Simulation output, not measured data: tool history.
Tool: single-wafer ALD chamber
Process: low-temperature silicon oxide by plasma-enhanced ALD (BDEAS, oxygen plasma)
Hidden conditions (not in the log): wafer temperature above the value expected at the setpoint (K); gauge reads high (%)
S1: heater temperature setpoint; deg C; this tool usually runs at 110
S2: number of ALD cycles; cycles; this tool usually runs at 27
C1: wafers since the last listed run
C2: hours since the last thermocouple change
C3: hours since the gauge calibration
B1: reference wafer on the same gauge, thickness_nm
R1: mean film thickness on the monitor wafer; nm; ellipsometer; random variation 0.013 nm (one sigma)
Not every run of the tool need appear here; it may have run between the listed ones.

run   hour   S1  S2   C1      C2     C3     B1     R1
  1    0.0  110  27    0  1781.9  167.8  3.360  3.669
  2   25.0  110  27  272  1806.9  192.8  3.365  3.682
  3   59.8  110  27  379  1841.7  227.6  3.368  3.689
  4   89.1  110  27  319  1871.0  256.9  3.368  3.700
  5  114.5  116  27  276  1896.4  282.3  3.372  3.652
  6  143.8  116  27  319  1925.7  311.6  3.380  3.632
  7  171.7  116  27  304  1953.6  339.5  3.378  3.667
  8  196.2  110  24  267  1978.1  364.0  3.385  3.292
  9  211.0  110  24  161  1992.9  378.8  3.388  3.315
 10  229.2  110  24  198  2011.1  397.0  3.388  3.311
 11  246.5  110  27  188  2028.4  414.3  3.392  3.694
 12  260.2  110  27  149  2042.1  428.0  3.393  3.732
 13  277.4  110  27  187  2059.3  445.2  3.398  3.754
 14  307.3  110  27  325  2089.2  475.1  3.405  3.715
 15  326.4  110  27  208  2108.3  494.2  3.410  3.724
 16  355.3  123  22  315  2137.2  523.1  3.418  2.998
 17  371.2  117  25  173  2153.1  539.0  3.422  3.444
 18  390.5  110  31  210  2172.4  558.3  3.420  4.282
 19  424.8   97  31  373  2206.7  592.6  3.430  4.404
     432.7  -- gauge calibrated
 20  456.8  110  27  348  2238.7   24.1  3.344  3.665
     509.9  -- thermocouple changed; heater temperature recalibrated
 21  524.8  118  23  654    14.9   92.1  3.344  3.089
 22  537.9  118  27  142    28.0  105.2  3.344  3.596
 23  564.4  110  32  288    54.5  131.7  3.344  4.362
 24  585.9  118  30  234    76.0  153.2  3.349  3.985
 25  617.2  123  27  341   107.3  184.5  3.347  3.572
 26  651.0  119  27  368   141.1  218.3  3.352  3.607
 27  676.1  101  27  273   166.2  243.4  3.356  3.723

Alternative continuations, all from the tool just after run 27; predict every row:
  A  676.5  120  27   4  166.6  243.8   ?   ?
  B  676.5  118  28   4  166.6  243.8   ?   ?
  C  676.5   99  22   4  166.6  243.8   ?   ?
  D  676.5  100  27   4  166.6  243.8   ?   ?

run     B1     R1
  A  3.354  3.596
  B  3.354  3.742
  C  3.354  3.031
  D  3.354  3.715
With no hidden state in the tool, these same runs would have given:
run     R1
  A  3.592
  B  3.738
  C  3.028
  D  3.710
